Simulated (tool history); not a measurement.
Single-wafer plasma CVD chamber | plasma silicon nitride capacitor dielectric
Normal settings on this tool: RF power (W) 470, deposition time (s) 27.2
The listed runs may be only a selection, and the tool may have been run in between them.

run,hour,RF power (W),deposition time (s),"read-back reference wafer on the same gauge, thickness_nm",mean film thickness on the monitor wafer (nm)
1,0.0,470,29.7,32.610,42.680
2,48.6,470,29.7,32.595,42.601
3,96.2,470,29.7,32.600,42.673
4,122.8,470,28.8,32.617,41.356
5,174.8,470,28.8,32.608,41.367
# hour 222.6: gauge calibrated
6,226.3,470,28.8,32.576,41.249
7,255.5,470,27.2,32.596,38.807
8,392.7,470,27.2,32.606,38.967
9,420.2,470,27.2,32.589,38.860
10,462.0,470,30.5,32.596,43.666
# hour 502.7: showerhead replaced
11,513.5,445,27.2,32.606,38.372
12,552.1,380,30.2,32.610,41.315
13,595.6,430,23.9,32.598,33.624
14,623.4,470,27.2,32.603,38.598
15,669.7,470,27.2,32.583,38.627
16,721.9,470,29.0,32.602,41.119
# hour 796.9: gauge calibrated
17,862.1,375,29.9,32.597,40.546
18,897.4,420,27.2,32.593,37.679
# hour 936.6: RF generator calibrated
19,937.6,470,23.3,32.585,33.430
20,994.1,380,25.8,32.616,35.630
21,1052.8,470,27.2,32.606,38.968
22,1178.9,470,27.2,32.609,39.024

Here are 5 independent what-if runs from the current tool condition. What would each one return?
A,1179.3,470,27.2,?,?
B,1179.3,420,24.1,?,?
C,1179.3,400,22.4,?,?
D,1179.3,445,31.5,?,?
E,1179.3,430,27.2,?,?

run,"read-back reference wafer on the same gauge, thickness_nm",mean film thickness on the monitor wafer (nm)
A,32.618,38.890
B,32.618,33.727
C,32.618,31.066
D,32.618,44.567
E,32.618,38.234
With the hidden condition removed and each run's random variation left untouched, the same runs would have given:
run,mean film thickness on the monitor wafer (nm)
A,38.975
B,33.800
C,31.134
D,44.664
E,38.317
